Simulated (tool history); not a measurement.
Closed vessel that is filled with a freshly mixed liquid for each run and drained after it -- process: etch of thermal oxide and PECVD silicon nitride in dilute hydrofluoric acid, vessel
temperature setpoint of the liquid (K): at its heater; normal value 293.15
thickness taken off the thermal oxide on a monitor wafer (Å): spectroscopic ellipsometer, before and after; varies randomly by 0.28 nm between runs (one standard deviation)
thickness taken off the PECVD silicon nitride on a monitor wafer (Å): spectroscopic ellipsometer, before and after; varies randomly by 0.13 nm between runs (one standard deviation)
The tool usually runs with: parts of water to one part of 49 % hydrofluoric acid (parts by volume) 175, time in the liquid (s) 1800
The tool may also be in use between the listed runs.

run	hour	temperature setpoint of the liquid (K)	parts of water to one part of 49 % hydrofluoric acid (parts by volume)	time in the liquid (s)	wafers since the last listed run	hours since the thermometer was replaced	hours since the hydrofluoric acid flow meter was replaced	hours since the gauge calibration	read-back film thickness of the thermal oxide reference wafer, read on the same gauge (nm)	read-back film thickness of the PECVD silicon nitride reference wafer, read on the same gauge (nm)	thickness taken off the thermal oxide on a monitor wafer (Å)	thickness taken off the PECVD silicon nitride on a monitor wafer (Å)
1	0.0	293.15	175	1800	0	606.3	1195.1	1520.9	87.72	126.71	362.9	226.0
2	58.3	293.15	175	1800	1896	664.6	1253.4	1579.2	87.62	126.53	363.8	227.0
3	131.9	293.15	175	1800	2394	738.2	1327.0	1652.8	87.50	126.38	363.1	224.1
4	173.7	293.15	175	1800	1359	780.0	1368.8	1694.6	87.45	126.28	367.5	223.6
# hour 216.4: hydrofluoric acid flow meter replaced
5	221.4	293.15	175	1800	1519	827.7	5.0	1742.3	87.35	126.18	365.8	223.4
6	295.8	293.15	200	940	2420	902.1	79.4	1816.7	87.24	126.02	162.0	102.6
7	339.9	293.15	175	1800	1434	946.2	123.5	1860.8	87.17	125.91	363.1	224.2
8	652.1	296.15	255	1800	10156	1258.4	435.7	2173.0	86.63	125.15	257.0	188.4
9	728.9	293.15	175	2285	2498	1335.2	512.5	2249.8	86.51	124.97	461.5	279.6
10	819.0	293.15	175	1800	2931	1425.3	602.6	2339.9	86.38	124.77	359.1	222.7
11	885.5	293.15	110	2650	2163	1491.8	669.1	2406.4	86.27	124.63	906.6	516.8
12	933.7	293.15	175	1800	1568	1540.0	717.3	2454.6	86.16	124.49	357.5	218.3
13	972.9	290.15	225	2425	1275	1579.2	756.5	2493.8	86.12	124.38	319.2	191.1
# hour 1033.4: gauge calibrated
14	1056.0	293.15	175	1800	2703	1662.3	839.6	22.6	90.12	130.14	380.1	229.7
15	1143.6	293.15	100	1800	2849	1749.9	927.2	110.2	89.97	129.96	712.8	397.0
16	1193.0	293.15	175	985	1607	1799.3	976.6	159.6	89.91	129.84	203.7	127.0
17	1247.8	293.15	130	2770	1782	1854.1	1031.4	214.4	89.79	129.69	817.3	473.2
18	1315.5	293.15	130	1800	2202	1921.8	1099.1	282.1	89.69	129.55	525.2	305.5
19	1407.0	293.15	135	2325	2976	2013.3	1190.6	373.6	89.53	129.32	652.4	384.3
# hour 1439.5: hydrofluoric acid flow meter replaced
# hour 1486.6: thermometer replaced
20	1505.8	291.15	130	730	3149	19.2	66.3	472.4	89.36	129.09	196.4	109.6
21	1824.3	294.65	175	1455	10361	337.7	384.8	790.9	88.85	128.31	317.8	203.3
22	1914.3	296.15	215	2140	2927	427.7	474.8	880.9	88.72	128.15	385.5	267.2
23	1990.1	293.15	175	2575	2465	503.5	550.6	956.7	88.57	127.93	526.9	323.6
24	2070.5	293.15	145	1800	2615	583.9	631.0	1037.1	88.45	127.74	457.1	270.3
25	2165.2	293.15	115	1800	3080	678.6	725.7	1131.8	88.31	127.54	593.0	339.0
26	2237.5	291.65	175	1800	2352	750.9	798.0	1204.1	88.18	127.38	343.8	203.6

Consider 3 possible next runs. They are alternatives, not a sequence: every one starts from the tool as it was left by run 26. What does each give?
A	2238.6	293.15	175	2450	35	752.0	799.1	1205.2	?	?	?	?
B	2238.6	290.65	175	1040	35	752.0	799.1	1205.2	?	?	?	?
C	2238.6	290.15	255	830	35	752.0	799.1	1205.2	?	?	?	?

run	read-back film thickness of the thermal oxide reference wafer, read on the same gauge (nm)	read-back film thickness of the PECVD silicon nitride reference wafer, read on the same gauge (nm)	thickness taken off the thermal oxide on a monitor wafer (Å)	thickness taken off the PECVD silicon nitride on a monitor wafer (Å)
A	88.18	127.34	497.1	306.5
B	88.18	127.34	191.1	110.1
C	88.18	127.34	95.4	59.2
What these runs would have given with no unlogged condition in the tool:
run	thickness taken off the thermal oxide on a monitor wafer (Å)	thickness taken off the PECVD silicon nitride on a monitor wafer (Å)
A	507.3	312.8
B	195.0	112.3
C	97.4	60.4

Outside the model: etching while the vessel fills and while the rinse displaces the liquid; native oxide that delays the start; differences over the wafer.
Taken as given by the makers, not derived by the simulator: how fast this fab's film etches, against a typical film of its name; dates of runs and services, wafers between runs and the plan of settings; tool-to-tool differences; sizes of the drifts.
